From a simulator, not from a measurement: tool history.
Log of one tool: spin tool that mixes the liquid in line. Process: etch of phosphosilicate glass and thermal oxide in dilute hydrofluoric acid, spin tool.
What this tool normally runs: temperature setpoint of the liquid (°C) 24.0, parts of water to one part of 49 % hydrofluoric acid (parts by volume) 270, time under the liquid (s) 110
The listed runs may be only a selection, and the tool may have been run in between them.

run,hour,temperature setpoint of the liquid (°C),parts of water to one part of 49 % hydrofluoric acid (parts by volume),time under the liquid (s),"read-back film thickness of the phosphosilicate glass reference wafer, read on the same gauge (nm)","read-back film thickness of the thermal oxide reference wafer, read on the same gauge (nm)",thickness taken off the phosphosilicate glass on a monitor wafer (Å),thickness taken off the thermal oxide on a monitor wafer (Å)
1,0.0,20.5,270,110,150.00,100.006,184.9,15.62
2,102.5,20.5,270,110,150.00,100.024,184.7,15.16
3,141.2,24.0,270,175,149.99,100.015,334.0,27.64
# hour 196.9: hydrofluoric acid flow meter replaced
4,233.0,24.0,270,60,150.02,100.020,115.1,9.44
5,313.9,22.0,270,145,149.98,100.029,259.0,21.73
6,411.7,22.0,185,75,149.99,100.027,214.4,17.95
# hour 445.4: gauge calibrated
7,451.0,24.0,215,165,149.98,100.022,422.4,34.59
8,489.0,21.0,325,155,149.98,99.993,211.7,17.54
9,544.4,29.0,165,130,149.97,100.006,552.7,45.53
10,650.4,24.0,270,110,150.00,99.973,213.7,17.40
11,752.2,28.0,310,110,149.99,100.016,205.2,17.28
12,825.6,24.0,270,110,150.00,100.009,212.7,17.47
13,909.4,24.0,360,110,150.02,99.950,147.3,12.43
# hour 925.5: hydrofluoric acid flow meter replaced
14,963.8,27.5,205,85,150.00,99.996,265.7,22.13
15,1033.3,21.5,235,60,150.00,99.990,126.7,10.43
16,1105.0,24.0,270,110,150.02,99.976,215.3,18.30
17,1171.0,21.0,270,65,149.99,100.004,114.3,9.46
18,1217.8,24.0,270,110,150.01,99.971,215.3,17.62

Run 19 has not been measured yet. What should we expect?
19,1295.2,28.5,230,170,?,?,?,?

read-back film thickness of the phosphosilicate glass reference wafer, read on the same gauge (nm): 149.97
read-back film thickness of the thermal oxide reference wafer, read on the same gauge (nm): 99.990
thickness taken off the phosphosilicate glass on a monitor wafer (Å): 476.1
thickness taken off the thermal oxide on a monitor wafer (Å): 40.69
With no hidden state in the tool, this same run would have given thickness taken off the phosphosilicate glass on a monitor wafer (Å) 453.2, thickness taken off the thermal oxide on a monitor wafer (Å) 38.73.
